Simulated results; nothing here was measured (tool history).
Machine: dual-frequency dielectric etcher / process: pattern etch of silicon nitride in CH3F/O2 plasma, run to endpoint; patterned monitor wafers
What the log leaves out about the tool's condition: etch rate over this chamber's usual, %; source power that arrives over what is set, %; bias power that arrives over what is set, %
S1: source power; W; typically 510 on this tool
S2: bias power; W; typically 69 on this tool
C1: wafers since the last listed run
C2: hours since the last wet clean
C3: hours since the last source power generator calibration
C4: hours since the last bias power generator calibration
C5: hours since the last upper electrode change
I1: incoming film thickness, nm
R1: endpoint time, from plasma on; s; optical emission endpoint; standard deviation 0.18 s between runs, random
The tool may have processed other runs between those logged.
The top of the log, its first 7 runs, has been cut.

run 8 hour=136.6 | S1=510 S2=77 | C1=34 C2=415.2 C3=4391.3 C4=4020.6 C5=3267.6 | I1=57.2 | R1=57.4
-- hour=185.5 wet clean of the chamber
run 9 hour=186 | S1=540 S2=69 | C1=137 C2=0.5 C3=4440.7 C4=4070 C5=3317 | I1=57.7 | R1=58.9
run 10 hour=188.2 | S1=510 S2=69 | C1=11 C2=2.7 C3=4442.9 C4=4072.2 C5=3319.2 | I1=57.7 | R1=60.6
run 11 hour=205.1 | S1=510 S2=69 | C1=91 C2=19.6 C3=4459.8 C4=4089.1 C5=3336.1 | I1=57.9 | R1=60.4
run 12 hour=216.5 | S1=510 S2=69 | C1=61 C2=31 C3=4471.2 C4=4100.5 C5=3347.5 | I1=57.5 | R1=60.6
run 13 hour=225.8 | S1=510 S2=69 | C1=50 C2=40.3 C3=4480.5 C4=4109.8 C5=3356.8 | I1=57.3 | R1=60.5
run 14 hour=237.7 | S1=510 S2=69 | C1=64 C2=52.2 C3=4492.4 C4=4121.7 C5=3368.7 | I1=58 | R1=60.7
run 15 hour=246.1 | S1=510 S2=61 | C1=45 C2=60.6 C3=4500.8 C4=4130.1 C5=3377.1 | I1=58.1 | R1=62.2
-- hour=273.3 upper electrode replaced
run 16 hour=273.8 | S1=510 S2=69 | C1=20 C2=88.3 C3=4528.5 C4=4157.8 C5=0.5 | I1=57.3 | R1=60
run 17 hour=274.2 | S1=560 S2=69 | C1=2 C2=88.7 C3=4528.9 C4=4158.2 C5=0.9 | I1=57.5 | R1=57.7
run 18 hour=285.9 | S1=630 S2=79 | C1=63 C2=100.4 C3=4540.6 C4=4169.9 C5=12.6 | I1=57.2 | R1=53.3
-- hour=292.7 source power generator calibrated
run 19 hour=333.6 | S1=550 S2=52 | C1=236 C2=148.1 C3=40.9 C4=4217.6 C5=60.3 | I1=57.4 | R1=60.8
run 20 hour=346.5 | S1=620 S2=83 | C1=69 C2=161 C3=53.8 C4=4230.5 C5=73.2 | I1=57.6 | R1=53.4
run 21 hour=359.5 | S1=630 S2=79 | C1=70 C2=174 C3=66.8 C4=4243.5 C5=86.2 | I1=57.5 | R1=53.5
run 22 hour=367.3 | S1=470 S2=53 | C1=42 C2=181.8 C3=74.6 C4=4251.3 C5=94 | I1=57.3 | R1=64.6
run 23 hour=378.8 | S1=510 S2=69 | C1=62 C2=193.3 C3=86.1 C4=4262.8 C5=105.5 | I1=57.3 | R1=59.7
-- hour=382.9 bias power generator calibrated
run 24 hour=393 | S1=510 S2=69 | C1=55 C2=207.5 C3=100.3 C4=10.1 C5=119.7 | I1=57.8 | R1=59.9
run 25 hour=408.7 | S1=390 S2=80 | C1=84 C2=223.2 C3=116 C4=25.8 C5=135.4 | I1=57.8 | R1=64.7
run 26 hour=425.2 | S1=540 S2=59 | C1=89 C2=239.7 C3=132.5 C4=42.3 C5=151.9 | I1=57.5 | R1=59.8
run 27 hour=441.8 | S1=630 S2=60 | C1=89 C2=256.3 C3=149.1 C4=58.9 C5=168.5 | I1=57.6 | R1=56.2
run 28 hour=455.5 | S1=610 S2=54 | C1=74 C2=270 C3=162.8 C4=72.6 C5=182.2 | I1=58 | R1=57.9
run 29 hour=469.6 | S1=580 S2=69 | C1=76 C2=284.1 C3=176.9 C4=86.7 C5=196.3 | I1=57.7 | R1=56.4
run 30 hour=479.8 | S1=440 S2=77 | C1=55 C2=294.3 C3=187.1 C4=96.9 C5=206.5 | I1=57.1 | R1=61.2

Here are 4 independent what-if runs from the current tool condition. What would each one return?
run A hour=480.3 | S1=570 S2=69 | C1=2 C2=294.8 C3=187.6 C4=97.4 C5=207 | I1=57.7 | R1=?
run B hour=480.3 | S1=430 S2=56 | C1=2 C2=294.8 C3=187.6 C4=97.4 C5=207 | I1=57.7 | R1=?
run C hour=480.3 | S1=510 S2=60 | C1=2 C2=294.8 C3=187.6 C4=97.4 C5=207 | I1=57.7 | R1=?
run D hour=480.3 | S1=570 S2=64 | C1=2 C2=294.8 C3=187.6 C4=97.4 C5=207 | I1=57.7 | R1=?

run=A R1=57
run=B R1=66.5
run=C R1=61.2
run=D R1=57.8
With no hidden state in the tool, these same runs would have given:
run=A R1=58.3
run=B R1=68
run=C R1=62.5
run=D R1=59.1
